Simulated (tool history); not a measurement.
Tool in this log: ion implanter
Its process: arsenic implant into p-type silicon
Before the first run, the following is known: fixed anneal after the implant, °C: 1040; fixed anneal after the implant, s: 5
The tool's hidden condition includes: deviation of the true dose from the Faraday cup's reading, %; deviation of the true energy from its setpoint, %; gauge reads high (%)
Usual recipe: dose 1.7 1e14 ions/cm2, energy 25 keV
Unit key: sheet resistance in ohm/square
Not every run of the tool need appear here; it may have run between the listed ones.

run   hour  dose  energy  wafers since the last listed run  hours since the last dose calibration  hours since the extraction supply was calibrated  hours since the gauge calibration  read-back reference wafer on the same gauge, sheet resistance  sheet resistance
  1      0   1.7    19.5                                 0                                 2130.8                                            4142.4                               41.6                                                         482.58             531.9
  2   13.7   1.7    19.5                               345                                 2144.5                                            4156.1                               55.3                                                         482.99            529.38
  3   23.3   1.7    19.5                               242                                 2154.1                                            4165.7                               64.9                                                         483.64             528.8
  4   37.5   1.7      25                               358                                 2168.3                                            4179.9                               79.1                                                         482.77            507.74
  5   47.9   1.7      25                               262                                 2178.7                                            4190.3                               89.5                                                         482.82            507.78
  6   64.2   1.7      25                               411                                   2195                                            4206.6                              105.8                                                         482.89             508.5
  7   81.6   1.7      27                               439                                 2212.4                                              4224                              123.2                                                         483.03            501.92
  8   89.7   1.7    21.5                               204                                 2220.5                                            4232.1                              131.3                                                         483.37             522.4
  9  103.8   1.7    21.5                               356                                 2234.6                                            4246.2                              145.4                                                         483.56            522.11
 10  121.2   1.7    21.5                               439                                   2252                                            4263.6                              162.8                                                         483.55             522.2
 11  134.8   1.7      25                               343                                 2265.6                                            4277.2                              176.4                                                         482.93            508.54
 12    150   1.7      21                               383                                 2280.8                                            4292.4                              191.6                                                         483.12            523.66
 13  159.3   1.7      21                               234                                 2290.1                                            4301.7                              200.9                                                          483.2            523.26
 14  172.8   1.7    29.5                               340                                 2303.6                                            4315.2                              214.4                                                         482.71            498.25
 15  184.8   1.7    29.5                               303                                 2315.6                                            4327.2                              226.4                                                         482.96            496.46
 16  200.7  1.87      25                               401                                 2331.5                                            4343.1                              242.3                                                         483.13            475.89
 17  216.3  1.87      25                               393                                 2347.1                                            4358.7                              257.9                                                         482.84            473.82
 18  222.6   1.7      25                               159                                 2353.4                                              4365                              264.2                                                         482.97            509.24
 19  240.3   1.7      25                               446                                 2371.1                                            4382.7                              281.9                                                         483.39            510.83
 20  248.4  2.15      25                               204                                 2379.2                                            4390.8                                290                                                         482.99            429.37
     260.3  -- extraction supply calibrated
 21  265.7  1.97    18.5                               234                                 2396.5                                               5.4                              307.3                                                         482.77            479.12
 22  274.8   1.9    22.5                               229                                 2405.6                                              14.5                              316.4                                                         483.41            477.23
 23  284.2  2.03    29.5                               237                                   2415                                              23.9                              325.8                                                         482.77            435.35
 24  290.6  1.57      33                               161                                 2421.4                                              30.3                              332.2                                                         483.36            515.19
 25  301.7   1.7      25                               280                                 2432.5                                              41.4                              343.3                                                         482.93            510.53
 26  307.8  1.56      30                               154                                 2438.6                                              47.5                              349.4                                                         483.01            525.01
 27  316.7  1.98      25                               224                                 2447.5                                              56.4                              358.3                                                         483.04            454.78
     329.1  -- Faraday cup replaced and dose calibrated
 28  329.6  1.26      18                               123                                    0.5                                              69.3                              371.2                                                          483.1            667.84
     334.7  -- gauge calibrated
 29  335.4   1.7      25                               146                                    6.3                                              75.1                                0.7                                                          483.3            509.65
 30  348.5   1.7      25                               330                                   19.4                                              88.2                               13.8                                                         482.95            509.36
 31  365.7   1.5      25                               434                                   36.6                                             105.4                                 31                                                         482.85            559.09
 32  376.3  1.52    32.5                               267                                   47.2                                               116                               41.6                                                         482.81            529.95
 33  392.3   1.7      25                               404                                   63.2                                               132                               57.6                                                         483.08            508.96
 34  399.2   1.7    19.5                               174                                   70.1                                             138.9                               64.5                                                         482.97            527.97
 35  410.7  1.19    33.5                               290                                   81.6                                             150.4                                 76                                                         483.04            626.84
 36  424.2  1.56      25                               340                                   95.1                                             163.9                               89.5                                                         482.86            542.78
 37  430.6  1.32      25                               161                                  101.5                                             170.3                               95.9                                                         482.36            611.11
 38  438.7  1.32      25                               204                                  109.6                                             178.4                                104                                                         482.56             613.1

Exercise: give the hidden state of the tool at every run:
deviation of the true dose from the Faraday cup's reading, %: 0, the same for each run
deviation of the true energy from its setpoint, %: 0, the same for each run
gauge reads high (%): 0, the same for each run

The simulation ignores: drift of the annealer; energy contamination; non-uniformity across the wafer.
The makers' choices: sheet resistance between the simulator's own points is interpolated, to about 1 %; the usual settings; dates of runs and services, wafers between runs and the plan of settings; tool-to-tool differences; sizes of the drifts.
